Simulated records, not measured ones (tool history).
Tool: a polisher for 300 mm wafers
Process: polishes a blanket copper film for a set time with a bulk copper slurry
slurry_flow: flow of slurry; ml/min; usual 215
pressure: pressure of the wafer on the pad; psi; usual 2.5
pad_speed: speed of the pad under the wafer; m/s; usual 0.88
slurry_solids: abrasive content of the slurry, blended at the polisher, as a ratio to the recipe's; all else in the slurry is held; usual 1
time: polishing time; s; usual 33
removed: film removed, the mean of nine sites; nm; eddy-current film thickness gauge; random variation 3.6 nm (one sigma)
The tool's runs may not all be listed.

run,day,slurry_flow,pressure,pad_speed,slurry_solids,time,wafers since the last listed run,wafers polished on this pad,hours since the slurry nozzle was cleaned,hours since the head pressure was calibrated,hours since the slurry blender was calibrated,"incoming thickness of the incoming film, nm",removed
1,0,215,2.5,0.88,1,33,0,606,91.3,954.6,72.1,2666.2,242.6
2,0.475,215,2.5,0.88,1,33,180,786,102.7,966,83.5,2661.3,233.3
3,0.846,215,2.5,0.88,1,33,140,927,111.6,974.9,92.4,2640.6,238.9
4,1.338,215,2.5,0.88,1,33,186,1113,123.4,986.7,104.2,2716.5,229
# day 1.746: worn pad replaced by a new one
5,1.767,215,2.5,0.76,1,33,99,7,133.7,997,114.5,2656.5,200.1
6,3.221,215,2.5,0.76,1,33,551,559,168.6,1031.9,149.4,2727.6,201.9
7,3.962,215,2.5,0.88,1,33,281,840,186.4,1049.7,167.2,2704,236.4
8,4.583,215,2.5,0.88,1,33,235,1076,201.3,1064.6,182.1,2670.5,232.6
# day 5.054: worn pad replaced by a new one
9,5.258,215,2.5,0.88,1,33,192,77,217.5,1080.8,198.3,2652.2,223.6
10,6.004,265,2.5,0.88,1,33,282,360,235.4,1098.7,216.2,2658,237.4
11,6.654,265,2.5,0.88,1,33,246,607,251,1114.3,231.8,2650.3,242.2
12,6.933,215,2.5,0.88,1,33,105,713,257.7,1121,238.5,2727.3,229.4
13,7.312,215,2.5,0.88,1,33,143,857,266.8,1130.1,247.6,2652.7,227.2
# day 7.938: worn pad replaced by a new one
14,8.054,215,2.5,0.88,1,33,218,44,284.6,1147.9,265.4,2729.4,227.5
# day 8.608: head pressure recalibrated
15,8.629,215,2.5,0.98,1,28,186,231,298.4,0.5,279.2,2669.7,213.1
16,8.9,290,2.5,0.88,0.75,30,102,333,304.9,7,285.7,2625.9,206.3
17,9.258,275,2.5,1.02,1,43,135,469,313.5,15.6,294.3,2681.7,358.2
# day 9.338: slurry nozzle cleaned
18,9.825,215,2.5,0.88,1.15,22,199,668,11.7,29.2,307.9,2698.6,166.6
19,10.167,215,1.9,0.66,0.8,33,129,798,19.9,37.4,316.1,2673,135.7
20,10.767,215,2.5,0.88,1,33,227,1026,34.3,51.8,330.5,2665.4,241.4
# day 10.958: worn pad replaced by a new one
# day 11.108: slurry blender recalibrated
21,11.475,140,2.5,0.98,1.25,33,173,163,51.3,68.8,8.8,2648.2,263
22,11.8,215,2.9,0.88,1,33,123,287,59.1,76.6,16.6,2700.4,284.7
23,12.592,215,2.5,0.7,1,37,300,587,78.1,95.6,35.6,2631.4,215.9
24,13.071,250,3,0.88,0.7,38,181,769,89.6,107.1,47.1,2656.3,320.8
# day 13.721: worn pad replaced by a new one
25,13.742,170,3.2,0.74,1,28,191,8,105.7,123.2,63.2,2656.3,212.8
26,14.138,215,2.5,0.88,1,33,150,158,115.2,132.7,72.7,2666.2,231.6
27,14.833,215,2.5,0.88,1,33,263,422,131.9,149.4,89.4,2705.6,239.4

How the hidden state differs across the entries between the runs, from the last listed run before each to the first after it:
Between runs 4 and 5: worn pad replaced by a new one (day 1.746)
  slurry flow missing at the pad, %: 33.3 -> 34.5
  measured less the result without the state, removed: -12.7 -> -11.8 nm
Between runs 8 and 9: worn pad replaced by a new one (day 5.054)
  slurry flow missing at the pad, %: 40.3 -> 41.2
  measured less the result without the state, removed: -17.4 -> -17.4 nm
Between runs 13 and 14: worn pad replaced by a new one (day 7.938)
  slurry flow missing at the pad, %: 43.3 -> 43.9
  measured less the result without the state, removed: -19.1 -> -19.7 nm
Between runs 14 and 15: head pressure recalibrated (day 8.608)
  slurry flow missing at the pad, %: 43.9 -> 44.3
  measured less the result without the state, removed: -19.7 -> -18.7 nm
Between runs 17 and 18: slurry nozzle cleaned (day 9.338)
  slurry flow missing at the pad, %: 44.7 -> 5.42
  measured less the result without the state, removed: -25.5 -> -1 nm
Between runs 20 and 21: worn pad replaced by a new one (day 10.958); slurry blender recalibrated (day 11.108)
  slurry flow missing at the pad, %: 12.4 -> 16.8
  measured less the result without the state, removed: -3.9 -> -8.7 nm
Between runs 24 and 25: worn pad replaced by a new one (day 13.721)
  slurry flow missing at the pad, %: 24.5 -> 27
  measured less the result without the state, removed: -10.3 -> -10.8 nm
